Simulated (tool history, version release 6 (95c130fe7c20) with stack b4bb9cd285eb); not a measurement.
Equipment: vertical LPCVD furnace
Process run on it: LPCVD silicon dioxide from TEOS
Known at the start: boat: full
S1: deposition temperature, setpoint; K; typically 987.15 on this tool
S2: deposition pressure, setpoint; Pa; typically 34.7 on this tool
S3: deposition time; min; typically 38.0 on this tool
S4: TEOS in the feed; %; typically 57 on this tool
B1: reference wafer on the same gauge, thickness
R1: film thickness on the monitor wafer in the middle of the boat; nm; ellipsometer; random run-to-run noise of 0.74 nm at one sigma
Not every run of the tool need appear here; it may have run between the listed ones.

run	hour	S1	S2	S3	S4	B1	R1
1	0.0	987.15	34.7	38.0	57	266.23	333.53
2	31.2	987.15	34.7	38.0	57	265.79	331.83
3	130.3	987.15	34.7	38.0	57	267.00	334.39
4	139.8	987.15	34.7	38.0	57	266.96	334.19
5	154.4	987.15	34.7	38.0	57	266.63	332.88
6	167.8	987.15	34.7	38.0	57	266.60	332.46
7	201.6	987.15	34.7	38.0	57	266.34	331.98
8	219.7	987.15	34.7	33.0	57	265.99	287.67
9	233.4	987.15	34.7	38.0	57	265.82	333.01
10	266.7	987.15	34.7	38.0	57	265.42	330.94
11	278.9	987.15	34.7	38.0	53	265.53	319.77
12	297.2	982.15	34.7	48.5	57	265.15	376.96
13	323.9	982.15	31.3	43.5	46	265.19	288.67
14	347.5	987.15	34.7	34.0	57	264.86	296.21

Not shown here: 4 entries made in the log between runs. Locate each between two listed runs and compare the hidden state at the listed run before it with the hidden state at the listed run after it:
After run 2, before run 3: gauge calibrated (hour 119.0); TEOS flow controller replaced (hour 129.8)
  gauge reads high (%): -0.414 -> 0.00281
  measured less the result without the state, R1: -1.38 -> +0.01 nm
After run 6, before run 7: pressure gauge zeroed (hour 201.1)
  gauge reads high (%): -0.147 -> -0.282
  measured less the result without the state, R1: -0.49 -> -0.94 nm
After run 9, before run 10: thermocouples replaced and temperature profile calibrated (hour 266.3)
  gauge reads high (%): -0.41 -> -0.543
  measured less the result without the state, R1: -1.37 -> -1.81 nm
